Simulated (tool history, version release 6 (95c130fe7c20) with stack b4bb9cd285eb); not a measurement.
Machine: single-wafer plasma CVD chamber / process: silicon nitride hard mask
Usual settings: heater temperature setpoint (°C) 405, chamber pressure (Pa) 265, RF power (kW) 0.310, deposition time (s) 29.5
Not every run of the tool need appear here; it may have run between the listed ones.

run,hour,heater temperature setpoint (°C),chamber pressure (Pa),RF power (kW),deposition time (s),wafers since the last listed run,hours since the last thermocouple change,hours since the last RF generator calibration,hours since the last manometer calibration,hours since the showerhead was replaced,hours since the gauge calibration,"read-back reference wafer on the same gauge, thickness_nm",mean film thickness on the monitor wafer (nm)
1,0.0,405,265,0.310,29.5,0,1367.7,779.9,1061.5,6464.8,1173.0,40.814,35.321
2,38.4,405,265,0.310,29.5,969,1406.1,818.3,1099.9,6503.2,1211.4,40.791,35.109
3,76.4,405,265,0.310,29.5,959,1444.1,856.3,1137.9,6541.2,1249.4,40.796,35.208
4,139.2,405,239,0.310,29.5,1585,1506.9,919.1,1200.7,6604.0,1312.2,40.827,34.736
5,165.2,405,265,0.310,31.7,656,1532.9,945.1,1226.7,6630.0,1338.2,40.796,37.778
6,203.7,411,265,0.310,29.5,971,1571.4,983.6,1265.2,6668.5,1376.7,40.812,34.936
7,236.7,411,265,0.310,29.5,833,1604.4,1016.6,1298.2,6701.5,1409.7,40.791,35.095
8,301.4,411,265,0.310,29.5,1633,1669.1,1081.3,1362.9,6766.2,1474.4,40.821,35.020
9,342.3,414,265,0.310,29.5,1032,1710.0,1122.2,1403.8,6807.1,1515.3,40.786,34.894
10,408.2,414,265,0.310,29.5,1663,1775.9,1188.1,1469.7,6873.0,1581.2,40.803,35.131
11,446.5,405,265,0.310,29.5,966,1814.2,1226.4,1508.0,6911.3,1619.5,40.795,35.339
12,506.8,405,265,0.310,29.5,1522,1874.5,1286.7,1568.3,6971.6,1679.8,40.783,35.234
# hour 543.3: showerhead replaced
13,555.9,409,327,0.370,24.0,1037,1923.6,1335.8,1617.4,12.6,1728.9,40.765,33.931
14,614.6,411,323,0.275,26.5,1481,1982.3,1394.5,1676.1,71.3,1787.6,40.765,28.710
# hour 665.9: thermocouple changed; heater temperature recalibrated
15,666.4,405,265,0.310,29.5,1105,0.5,1446.3,1727.9,123.1,1839.4,40.840,35.183
# hour 704.0: gauge calibrated
16,728.9,413,265,0.310,29.5,1577,63.0,1508.8,1790.4,185.6,24.9,40.835,34.814
17,766.3,405,265,0.310,29.5,944,100.4,1546.2,1827.8,223.0,62.3,40.824,35.005
18,800.6,405,308,0.310,29.5,865,134.7,1580.5,1862.1,257.3,96.6,40.758,35.691
# hour 828.6: RF generator calibrated
19,844.3,405,300,0.310,29.5,901,178.4,15.7,1905.8,301.0,140.3,40.775,36.603
# hour 855.3: capacitance manometer re-zeroed and calibrated
20,875.7,405,265,0.310,29.5,590,209.8,47.1,20.4,332.4,171.7,40.833,36.173
21,921.4,420,292,0.335,26.2,1153,255.5,92.8,66.1,378.1,217.4,40.803,34.238
22,973.6,392,265,0.310,31.1,1317,307.7,145.0,118.3,430.3,269.6,40.812,37.921
23,1031.0,415,323,0.255,26.7,1449,365.1,202.4,175.7,487.7,327.0,40.804,27.251
24,1056.0,405,265,0.310,29.5,631,390.1,227.4,200.7,512.7,352.0,40.808,35.505
25,1096.9,405,265,0.290,23.8,1032,431.0,268.3,241.6,553.6,392.9,40.832,27.023
26,1158.4,405,284,0.345,29.5,1552,492.5,329.8,303.1,615.1,454.4,40.774,39.590
27,1191.2,405,265,0.310,29.5,828,525.3,362.6,335.9,647.9,487.2,40.797,35.569
28,1253.8,405,311,0.330,29.5,1580,587.9,425.2,398.5,710.5,549.8,40.826,38.473
29,1313.4,405,265,0.310,23.7,1504,647.5,484.8,458.1,770.1,609.4,40.844,28.558

Subtracting, for every run, the result it would have given without the tool's unlogged condition from the measured result gives the following. The same run-to-run variation enters both numbers; the gauge's scatter may not:
Hidden state at play: wafer temperature above the value expected at the setpoint (K); delivered RF power above the setpoint (%); true pressure above the setpoint (%); gauge reads high (%).
run,mean film thickness on the monitor wafer (nm)
1,-1.090
2,-1.108
3,-1.135
4,-1.155
5,-1.272
6,-1.196
7,-1.217
8,-1.243
9,-1.254
10,-1.287
11,-1.309
12,-1.324
13,-1.201
14,-1.168
15,-1.364
16,-1.364
17,-1.378
18,-1.412
19,-0.280
20,-0.346
21,-0.399
22,-0.568
23,-0.536
24,-0.674
25,-0.579
26,-0.880
27,-0.876
28,-1.002
29,-0.824
